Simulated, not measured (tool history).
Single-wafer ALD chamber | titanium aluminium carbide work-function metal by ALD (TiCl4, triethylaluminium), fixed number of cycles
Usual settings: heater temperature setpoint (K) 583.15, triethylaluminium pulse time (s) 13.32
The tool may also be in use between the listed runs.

| run | day | heater temperature setpoint (K) | triethylaluminium pulse time (s) | wafers since the last listed run | hours since the last thermocouple change | hours since the last triethylaluminium bottle change | hours since the showerhead was replaced | hours since the gauge calibration | read-back reference wafer on the same gauge, thickness_nm | mean film thickness on the monitor wafer (nm) |
|---|---|---|---|---|---|---|---|---|---|---|
| 1 | 0.000 | 589.15 | 9.72 | 0 | 1813.7 | 902.5 | 3970.7 | 420.0 | 1.761 | 1.963 |
| 2 | 0.583 | 583.15 | 13.32 | 97 | 1827.7 | 916.5 | 3984.7 | 434.0 | 1.760 | 2.044 |
| 3 | 1.283 | 583.15 | 13.32 | 117 | 1844.5 | 933.3 | 4001.5 | 450.8 | 1.760 | 2.043 |
|  | 1.954 | thermocouple changed; heater temperature recalibrated |
| 4 | 1.975 | 594.15 | 13.32 | 59 | 0.5 | 949.9 | 4018.1 | 467.4 | 1.760 | 2.085 |
| 5 | 2.417 | 583.15 | 13.32 | 73 | 11.1 | 960.5 | 4028.7 | 478.0 | 1.759 | 1.991 |
|  | 2.458 | gauge calibrated |
| 6 | 2.812 | 583.15 | 13.32 | 66 | 20.6 | 970.0 | 4038.2 | 8.5 | 1.760 | 1.992 |
| 7 | 3.158 | 583.15 | 13.32 | 57 | 28.9 | 978.3 | 4046.5 | 16.8 | 1.761 | 1.995 |
| 8 | 3.429 | 583.15 | 13.32 | 45 | 35.4 | 984.8 | 4053.0 | 23.3 | 1.759 | 1.987 |
| 9 | 3.900 | 583.15 | 10.45 | 78 | 46.7 | 996.1 | 4064.3 | 34.6 | 1.759 | 1.887 |
| 10 | 4.238 | 583.15 | 10.45 | 56 | 54.8 | 1004.2 | 4072.4 | 42.7 | 1.758 | 1.888 |
| 11 | 4.658 | 583.15 | 13.32 | 70 | 64.9 | 1014.3 | 4082.5 | 52.8 | 1.759 | 1.995 |
| 12 | 5.379 | 573.15 | 9.91 | 120 | 82.2 | 1031.6 | 4099.8 | 70.1 | 1.761 | 1.779 |
|  | 6.642 | triethylaluminium bottle replaced |
| 13 | 6.662 | 583.15 | 13.32 | 159 | 113.0 | 0.5 | 4130.6 | 100.9 | 1.759 | 2.028 |
| 14 | 7.142 | 570.15 | 13.32 | 80 | 124.5 | 12.0 | 4142.1 | 112.4 | 1.763 | 1.897 |
| 15 | 7.512 | 583.15 | 13.32 | 62 | 133.4 | 20.9 | 4151.0 | 121.3 | 1.759 | 2.011 |
| 16 | 8.192 | 583.15 | 16.74 | 113 | 149.7 | 37.2 | 4167.3 | 137.6 | 1.761 | 2.049 |
| 17 | 8.625 | 577.15 | 8.12 | 72 | 160.1 | 47.6 | 4177.7 | 148.0 | 1.760 | 1.778 |
| 18 | 9.221 | 583.15 | 13.32 | 99 | 174.4 | 61.9 | 4192.0 | 162.3 | 1.761 | 2.019 |
| 19 | 9.771 | 587.15 | 13.32 | 92 | 187.6 | 75.1 | 4205.2 | 175.5 | 1.761 | 2.052 |
| 20 | 10.425 | 572.15 | 15.83 | 109 | 203.3 | 90.8 | 4220.9 | 191.2 | 1.759 | 1.945 |
| 21 | 11.000 | 583.15 | 13.32 | 96 | 217.1 | 104.6 | 4234.7 | 205.0 | 1.762 | 2.025 |
| 22 | 11.483 | 574.15 | 10.01 | 80 | 228.7 | 116.2 | 4246.3 | 216.6 | 1.758 | 1.866 |
| 23 | 12.029 | 583.15 | 13.32 | 91 | 241.8 | 129.3 | 4259.4 | 229.7 | 1.762 | 2.024 |
|  | 12.892 | showerhead replaced |
| 24 | 12.912 | 583.15 | 13.32 | 92 | 263.0 | 150.5 | 0.5 | 250.9 | 1.762 | 2.021 |
| 25 | 13.312 | 571.15 | 8.14 | 66 | 272.6 | 160.1 | 10.1 | 260.5 | 1.761 | 1.722 |
| 26 | 13.796 | 575.15 | 9.03 | 80 | 284.2 | 171.7 | 21.7 | 272.1 | 1.760 | 1.816 |
| 27 | 14.462 | 571.15 | 17.72 | 111 | 300.2 | 187.7 | 37.7 | 288.1 | 1.760 | 1.931 |
| 28 | 14.904 | 596.15 | 13.32 | 73 | 310.8 | 198.3 | 48.3 | 298.7 | 1.759 | 2.141 |
| 29 | 15.471 | 574.15 | 10.01 | 94 | 324.4 | 211.9 | 61.9 | 312.3 | 1.760 | 1.863 |
| 30 | 16.029 | 592.15 | 13.32 | 93 | 337.8 | 225.3 | 75.3 | 325.7 | 1.760 | 2.099 |
| 31 | 16.554 | 583.15 | 15.88 | 87 | 350.4 | 237.9 | 87.9 | 338.3 | 1.762 | 2.043 |
| 32 | 17.242 | 583.15 | 13.32 | 115 | 366.9 | 254.4 | 104.4 | 354.8 | 1.762 | 2.011 |
| 33 | 17.938 | 589.15 | 13.32 | 116 | 383.6 | 271.1 | 121.1 | 371.5 | 1.758 | 2.072 |

Hidden state at the last listed run before each entry between runs and at the first one after, where it differs:
Between runs 3 and 4: thermocouple changed; heater temperature recalibrated (day 1.954)
  wafer temperature above the value expected at the setpoint (K): 6.22 -> 0.0716; triethylaluminium dose above that of a fresh bottle (%): -18.2 -> -18.5
  measured less the result without the state, mean film thickness on the monitor wafer (nm): +0.020 -> -0.040
Between runs 5 and 6: gauge calibrated (day 2.458)
  wafer temperature above the value expected at the setpoint (K): 0.0718 -> 0.0724; triethylaluminium dose above that of a fresh bottle (%): -18.7 -> -18.9
  measured less the result without the state, mean film thickness on the monitor wafer (nm): -0.039 -> -0.040
Between runs 12 and 13: triethylaluminium bottle replaced (day 6.642)
  wafer temperature above the value expected at the setpoint (K): 0.085 -> 0.0969; triethylaluminium dose above that of a fresh bottle (%): -20 -> -3.75
  measured less the result without the state, mean film thickness on the monitor wafer (nm): -0.100 -> -0.004
Between runs 23 and 24: showerhead replaced (day 12.892)
  wafer temperature above the value expected at the setpoint (K): 0.187 -> 0.209; triethylaluminium dose above that of a fresh bottle (%): -6.21 -> -6.61
  measured less the result without the state, mean film thickness on the monitor wafer (nm): -0.007 -> -0.007

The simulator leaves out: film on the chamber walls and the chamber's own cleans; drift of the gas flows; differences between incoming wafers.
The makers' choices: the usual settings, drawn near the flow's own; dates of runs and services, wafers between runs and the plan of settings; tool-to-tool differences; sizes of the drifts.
